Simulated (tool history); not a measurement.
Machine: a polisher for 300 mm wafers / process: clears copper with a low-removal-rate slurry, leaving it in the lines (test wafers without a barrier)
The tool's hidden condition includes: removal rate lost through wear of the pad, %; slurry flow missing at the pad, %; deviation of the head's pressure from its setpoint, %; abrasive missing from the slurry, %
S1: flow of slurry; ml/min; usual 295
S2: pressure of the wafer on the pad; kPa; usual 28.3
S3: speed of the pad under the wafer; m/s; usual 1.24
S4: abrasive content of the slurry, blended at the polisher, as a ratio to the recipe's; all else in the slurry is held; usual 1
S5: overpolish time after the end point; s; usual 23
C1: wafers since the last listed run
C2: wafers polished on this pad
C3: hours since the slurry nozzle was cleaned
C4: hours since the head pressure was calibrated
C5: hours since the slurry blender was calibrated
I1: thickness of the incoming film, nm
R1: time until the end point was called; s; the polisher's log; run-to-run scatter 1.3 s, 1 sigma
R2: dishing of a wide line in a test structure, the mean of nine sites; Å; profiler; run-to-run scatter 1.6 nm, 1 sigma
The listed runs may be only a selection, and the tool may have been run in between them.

run 1 day=0 | S1=295 S2=28.3 S3=1.24 S4=1 S5=23 | C1=0 C2=417 C3=337.3 C4=1543.3 C5=181.7 | I1=388.7 | R1=105.9 R2=509
run 2 day=0.604 | S1=295 S2=28.3 S3=1.24 S4=1 S5=23 | C1=94 C2=511 C3=351.8 C4=1557.8 C5=196.2 | I1=388.1 | R1=107.8 R2=556
run 3 day=1.333 | S1=295 S2=28.3 S3=1.24 S4=1 S5=23 | C1=113 C2=625 C3=369.3 C4=1575.3 C5=213.7 | I1=392.7 | R1=109.1 R2=526
run 4 day=2.008 | S1=295 S2=28.3 S3=1.42 S4=1 S5=23 | C1=105 C2=730 C3=385.5 C4=1591.5 C5=229.9 | I1=394.3 | R1=102.6 R2=572
-- day=2.296 worn pad replaced by a new one
run 5 day=2.333 | S1=295 S2=28.3 S3=1.42 S4=1 S5=23 | C1=24 C2=5 C3=393.3 C4=1599.3 C5=237.7 | I1=395.6 | R1=90.6 R2=619
run 6 day=2.875 | S1=295 S2=28.3 S3=1.24 S4=1 S5=23 | C1=84 C2=90 C3=406.3 C4=1612.3 C5=250.7 | I1=387.3 | R1=101.6 R2=549
-- day=3.204 slurry nozzle cleaned
-- day=3.317 head pressure recalibrated
run 7 day=3.338 | S1=295 S2=28.3 S3=1.24 S4=1 S5=23 | C1=52 C2=142 C3=3.2 C4=0.5 C5=261.8 | I1=387.5 | R1=104.5 R2=565
run 8 day=3.821 | S1=225 S2=28.3 S3=0.98 S4=1 S5=23 | C1=75 C2=218 C3=14.8 C4=12.1 C5=273.4 | I1=395.9 | R1=125.5 R2=466
run 9 day=4.358 | S1=295 S2=28.3 S3=1.24 S4=1 S5=23 | C1=83 C2=301 C3=27.7 C4=25 C5=286.3 | I1=399.4 | R1=112 R2=523
run 10 day=4.929 | S1=195 S2=37.2 S3=1.56 S4=0.9 S5=23 | C1=88 C2=390 C3=41.4 C4=38.7 C5=300 | I1=390.9 | R1=84.9 R2=624
-- day=5.175 slurry blender recalibrated
run 11 day=5.458 | S1=295 S2=28.3 S3=1.24 S4=1.2 S5=23 | C1=69 C2=460 C3=54.1 C4=51.4 C5=6.8 | I1=392.8 | R1=94.4 R2=618
run 12 day=5.971 | S1=370 S2=28.3 S3=1.64 S4=1 S5=15 | C1=79 C2=540 C3=66.4 C4=63.7 C5=19.1 | I1=397 | R1=81.4 R2=482
run 13 day=6.383 | S1=295 S2=28.3 S3=1.24 S4=1 S5=23 | C1=64 C2=604 C3=76.3 C4=73.6 C5=29 | I1=397.6 | R1=102.3 R2=567
-- day=7.033 worn pad replaced by a new one
run 14 day=7.054 | S1=190 S2=28.3 S3=1.56 S4=1 S5=23 | C1=78 C2=3 C3=92.4 C4=89.7 C5=45.1 | I1=390.2 | R1=78.1 R2=666

4 options for the next run, each taken on its own from the tool as it stands now. Forecast them:
run A day=7.075 | S1=295 S2=28.3 S3=1.24 S4=1 S5=23 | C1=3 C2=6 C3=92.9 C4=90.2 C5=45.6 | I1=394.2 | R1=? R2=?
run B day=7.075 | S1=295 S2=28.3 S3=0.94 S4=1 S5=23 | C1=3 C2=6 C3=92.9 C4=90.2 C5=45.6 | I1=394.2 | R1=? R2=?
run C day=7.075 | S1=295 S2=31 S3=1.24 S4=1 S5=30 | C1=3 C2=6 C3=92.9 C4=90.2 C5=45.6 | I1=394.2 | R1=? R2=?
run D day=7.075 | S1=295 S2=28.3 S3=1.54 S4=1.1 S5=23 | C1=3 C2=6 C3=92.9 C4=90.2 C5=45.6 | I1=394.2 | R1=? R2=?

run=A R1=89.7 R2=600
run=B R1=105 R2=536
run=C R1=83.4 R2=753
run=D R1=76 R2=671
What these runs would have given with no unlogged condition in the tool:
run=A R1=87.3 R2=611
run=B R1=102.1 R2=547
run=C R1=81.1 R2=766
run=D R1=73.9 R2=684
